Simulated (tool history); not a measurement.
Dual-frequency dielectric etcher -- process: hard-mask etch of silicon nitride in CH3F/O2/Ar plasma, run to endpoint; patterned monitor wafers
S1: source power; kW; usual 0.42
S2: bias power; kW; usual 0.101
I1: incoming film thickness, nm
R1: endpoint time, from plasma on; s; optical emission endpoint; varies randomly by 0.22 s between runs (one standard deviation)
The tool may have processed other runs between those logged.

run	hour	S1	S2	I1	R1
1	0	0.42	0.101	33	43.6
2	39	0.42	0.101	32.89	42.9
3	82.5	0.39	0.086	33.3	47.7
# hour 166.6: upper electrode replaced
4	167.1	0.39	0.086	33.32	47.6
5	212	0.39	0.086	33.14	46.8
6	261.4	0.42	0.101	32.88	42.5
7	301.5	0.42	0.101	32.8	42
8	333.2	0.42	0.094	33.03	43.4
9	370.4	0.42	0.094	32.9	43.4
10	428	0.42	0.094	32.84	43.3
11	496.6	0.42	0.101	33.1	42.5
12	563.8	0.42	0.101	33.15	41.5
# hour 611: wet clean of the chamber
13	622.4	0.42	0.101	32.98	43.3
14	662.7	0.42	0.101	33.2	43.6
# hour 738.8: bias power generator calibrated
15	739.3	0.42	0.101	32.81	43
16	776.1	0.37	0.101	32.84	44.9
17	832.6	0.42	0.101	33.03	43.2
18	897.8	0.36	0.078	32.98	49.5
19	964.9	0.5	0.086	32.76	42.4
20	1016.9	0.5	0.124	32.98	36.5
21	1043.1	0.42	0.093	32.89	43.6
22	1088.9	0.42	0.101	32.96	42
23	1134.6	0.42	0.089	32.9	43.6
# hour 1169.4: source power generator calibrated
# hour 1195.2: wet clean of the chamber
24	1200.7	0.42	0.101	32.84	43.2
25	1235.5	0.42	0.09	32.99	45.5
26	1269.4	0.42	0.109	33.2	42.9
27	1340.3	0.5	0.078	32.88	44.7
28	1385.1	0.35	0.101	32.87	46.3
29	1430.4	0.37	0.125	32.87	41.1
30	1463.7	0.49	0.101	32.91	40.2
31	1505.9	0.39	0.109	32.57	42.3
32	1549.5	0.42	0.119	32.53	39.8
33	1591.1	0.33	0.111	32.8	44.5
34	1624.3	0.42	0.101	32.92	42.5
35	1656.6	0.42	0.08	33.05	46.7
36	1724.7	0.42	0.086	33.16	45

What if the next run were any one of these 3? Each begins from the tool's condition after run 36:
A	1725.1	0.42	0.101	33.01	?
B	1725.1	0.45	0.101	33.01	?
C	1725.1	0.32	0.101	33.01	?

run	R1
A	42.2
B	41.2
C	46.4
The same runs, with their run-to-run variation unchanged, on a tool lacking any hidden condition would have given:
run	R1
A	43.5
B	42.4
C	47.8

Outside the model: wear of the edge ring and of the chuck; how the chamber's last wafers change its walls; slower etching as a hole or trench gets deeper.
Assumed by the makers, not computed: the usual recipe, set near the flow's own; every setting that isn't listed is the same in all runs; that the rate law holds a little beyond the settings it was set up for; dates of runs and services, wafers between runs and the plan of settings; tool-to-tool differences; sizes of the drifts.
